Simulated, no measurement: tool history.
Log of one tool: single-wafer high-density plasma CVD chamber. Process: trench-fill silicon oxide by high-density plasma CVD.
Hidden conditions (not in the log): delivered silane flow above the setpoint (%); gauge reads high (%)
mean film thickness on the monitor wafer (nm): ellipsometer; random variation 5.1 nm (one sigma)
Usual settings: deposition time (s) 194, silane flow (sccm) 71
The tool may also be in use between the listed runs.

run,hour,deposition time (s),silane flow (sccm),wafers since the last listed run,hours since the silane flow controller was replaced,hours since the gauge calibration,"read-back reference wafer on the same gauge, thickness_nm",mean film thickness on the monitor wafer (nm)
1,0,194,74,0,2895.1,1077.3,1160.156,1506.954
2,63.1,194,71,323,2958.2,1140.4,1160.164,1447.268
# hour 63.3: gauge calibrated
3,93.2,194,71,154,2988.3,29.9,1160.981,1450.733
4,118.9,194,71,131,3014,55.6,1160.063,1450.398
5,159.7,194,71,209,3054.8,96.4,1159.382,1449.089
6,210.7,194,71,261,3105.8,147.4,1160.144,1448.451
7,253,194,67,217,3148.1,189.7,1161.264,1369.386
8,289,194,67,184,3184.1,225.7,1158.978,1364.634
9,343.8,194,76,281,3238.9,280.5,1160.451,1544.421
10,487,194,76,735,3382.1,423.7,1160.235,1550.933
11,512.6,221,71,131,3407.7,449.3,1161.401,1652.274
12,558.5,194,71,235,3453.6,495.2,1159.828,1456.793
# hour 585.3: silane flow controller replaced
13,623.2,194,71,291,37.9,559.9,1160.669,1383.302
14,659,194,71,183,73.7,595.7,1159.406,1377.777
15,727,194,71,349,141.7,663.7,1159.556,1395.15
16,757.7,194,71,157,172.4,694.4,1159.292,1405.148
17,829.3,194,71,367,244,766,1159.27,1401.555
18,893.9,194,71,331,308.6,830.6,1160.311,1402.555
19,931.5,161,83,193,346.2,868.2,1160.505,1366.4
20,976.5,163,82,231,391.2,913.2,1158.839,1359.414
21,1046.1,169,85,357,460.8,982.8,1160.292,1471.421
22,1072.9,213,81,137,487.6,1009.6,1159.803,1766.805
23,1111.8,206,71,199,526.5,1048.5,1159.967,1500.956
24,1138.7,174,61,138,553.4,1075.4,1159.002,1091.026
25,1165.7,177,84,138,580.4,1102.4,1159.351,1524.853
26,1229.1,194,71,325,643.8,1165.8,1160.609,1424.059
27,1260.8,194,71,162,675.5,1197.5,1160.378,1421.533
28,1329.2,171,71,351,743.9,1265.9,1160.263,1258.415
29,1368,212,61,199,782.7,1304.7,1160.709,1344.051
# hour 1378.4: gauge calibrated
30,1406.5,166,62,197,821.2,28.1,1160.607,1066.702
31,1443.3,208,61,188,858,64.9,1159.501,1323.579
32,1489.1,194,71,235,903.8,110.7,1159.888,1422.953
33,1534.1,174,61,231,948.8,155.7,1160.236,1096.988
34,1599.1,194,71,333,1013.8,220.7,1159.495,1423.259
35,1627.1,194,71,143,1041.8,248.7,1160.142,1437.137
36,1674.5,165,84,243,1089.2,296.1,1159.56,1442.596
37,1731.1,212,61,290,1145.8,352.7,1158.985,1350.268

Below are 4 alternative next runs, each starting from the tool's condition after run 37. Predict each:
A,1731.6,194,71,2,1146.3,353.2,?,?
B,1731.6,229,65,2,1146.3,353.2,?,?
C,1731.6,174,67,2,1146.3,353.2,?,?
D,1731.6,227,66,2,1146.3,353.2,?,?

run,"read-back reference wafer on the same gauge, thickness_nm",mean film thickness on the monitor wafer (nm)
A,1160.325,1440.606
B,1160.325,1557.664
C,1160.325,1219.732
D,1160.325,1567.659
Without the tool's unlogged condition, the same runs would have read:
run,mean film thickness on the monitor wafer (nm)
A,1375.624
B,1487.402
C,1164.713
D,1496.947
